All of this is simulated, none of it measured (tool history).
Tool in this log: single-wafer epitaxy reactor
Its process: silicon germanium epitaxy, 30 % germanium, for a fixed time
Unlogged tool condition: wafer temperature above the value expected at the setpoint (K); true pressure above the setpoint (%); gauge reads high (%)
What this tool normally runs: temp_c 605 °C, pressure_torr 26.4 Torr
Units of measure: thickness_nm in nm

| run | hour | temp_c | pressure_torr | wafers since the last listed run | hours since the last pyrometer calibration | hours since the last manometer calibration | hours since the showerhead was replaced | hours since the gauge calibration | read-back reference wafer on the same gauge, thickness_nm | thickness_nm |
|---|---|---|---|---|---|---|---|---|---|---|
| 1 | 0 | 605 | 26.4 | 0 | 1311.5 | 2378.8 | 4821.5 | 596.6 | 76.015 | 72.57 |
| 2 | 59.3 | 605 | 26.4 | 1140 | 1370.8 | 2438.1 | 4880.8 | 655.9 | 75.889 | 71.737 |
| 3 | 88.9 | 605 | 26.4 | 569 | 1400.4 | 2467.7 | 4910.4 | 685.5 | 75.736 | 71.183 |
| 4 | 121.3 | 605 | 26.4 | 623 | 1432.8 | 2500.1 | 4942.8 | 717.9 | 75.797 | 71.84 |
| 5 | 188.8 | 605 | 26.4 | 1298 | 1500.3 | 2567.6 | 5010.3 | 785.4 | 75.605 | 71.815 |
| 6 | 233.5 | 605 | 26.4 | 859 | 1545 | 2612.3 | 5055 | 830.1 | 75.47 | 71.605 |
| 7 | 303.4 | 605 | 26.4 | 1344 | 1614.9 | 2682.2 | 5124.9 | 900 | 75.286 | 70.991 |
| 8 | 370.4 | 599 | 26.4 | 1288 | 1681.9 | 2749.2 | 5191.9 | 967 | 75.07 | 64.385 |
| 9 | 434.7 | 605 | 25 | 1236 | 1746.2 | 2813.5 | 5256.2 | 1031.3 | 74.817 | 68.668 |
|  | 455.6 | capacitance manometer re-zeroed and calibrated |
|  | 475.3 | pyrometer calibrated |
| 10 | 498.5 | 605 | 25 | 919 | 23.2 | 42.9 | 5320 | 1095.1 | 74.71 | 68.665 |
| 11 | 525 | 605 | 25 | 509 | 49.7 | 69.4 | 5346.5 | 1121.6 | 74.511 | 68.288 |
| 12 | 581.6 | 598 | 32.6 | 1088 | 106.3 | 126 | 5403.1 | 1178.2 | 74.252 | 70.676 |
|  | 603.7 | gauge calibrated |
| 13 | 625.2 | 613 | 24.3 | 838 | 149.9 | 169.6 | 5446.7 | 21.5 | 76.046 | 78.2 |
| 14 | 653.5 | 592 | 26.4 | 544 | 178.2 | 197.9 | 5475 | 49.8 | 76.07 | 57.268 |
| 15 | 723.1 | 620 | 30.3 | 1338 | 247.8 | 267.5 | 5544.6 | 119.4 | 76.052 | 100.217 |
| 16 | 817.9 | 590 | 21.4 | 1823 | 342.6 | 362.3 | 5639.4 | 214.2 | 76.018 | 48.653 |
| 17 | 848.1 | 620 | 30.3 | 580 | 372.8 | 392.5 | 5669.6 | 244.4 | 76.091 | 100.526 |
|  | 882.7 | showerhead replaced |
| 18 | 889.2 | 605 | 30.7 | 636 | 413.9 | 433.6 | 6.5 | 285.5 | 75.878 | 79.05 |
| 19 | 1035.3 | 600 | 30.3 | 2810 | 560 | 579.7 | 152.6 | 431.6 | 75.8 | 71.491 |
| 20 | 1098.7 | 600 | 32.4 | 1219 | 623.4 | 643.1 | 216 | 495 | 75.675 | 74.52 |
| 21 | 1146.3 | 616 | 26.4 | 915 | 671 | 690.7 | 263.6 | 542.6 | 75.617 | 85.677 |

5 options for the next run, each taken on its own from the tool as it stands now. Forecast them:
| A | 1146.7 | 605 | 24 | 7 | 671.4 | 691.1 | 264 | 543 | ? | ? |
| B | 1146.7 | 610 | 22.8 | 7 | 671.4 | 691.1 | 264 | 543 | ? | ? |
| C | 1146.7 | 605 | 29.7 | 7 | 671.4 | 691.1 | 264 | 543 | ? | ? |
| D | 1146.7 | 600 | 26.4 | 7 | 671.4 | 691.1 | 264 | 543 | ? | ? |
| E | 1146.7 | 610 | 24 | 7 | 671.4 | 691.1 | 264 | 543 | ? | ? |

| run | read-back reference wafer on the same gauge, thickness_nm | thickness_nm |
|---|---|---|
| A | 75.505 | 67.235 |
| B | 75.505 | 70.711 |
| C | 75.505 | 76.484 |
| D | 75.505 | 65.556 |
| E | 75.505 | 73.111 |
Without the tool's unlogged condition, the same runs would have read:
| run | thickness_nm |
|---|---|
| A | 68.018 |
| B | 71.535 |
| C | 77.376 |
| D | 66.32 |
| E | 73.963 |
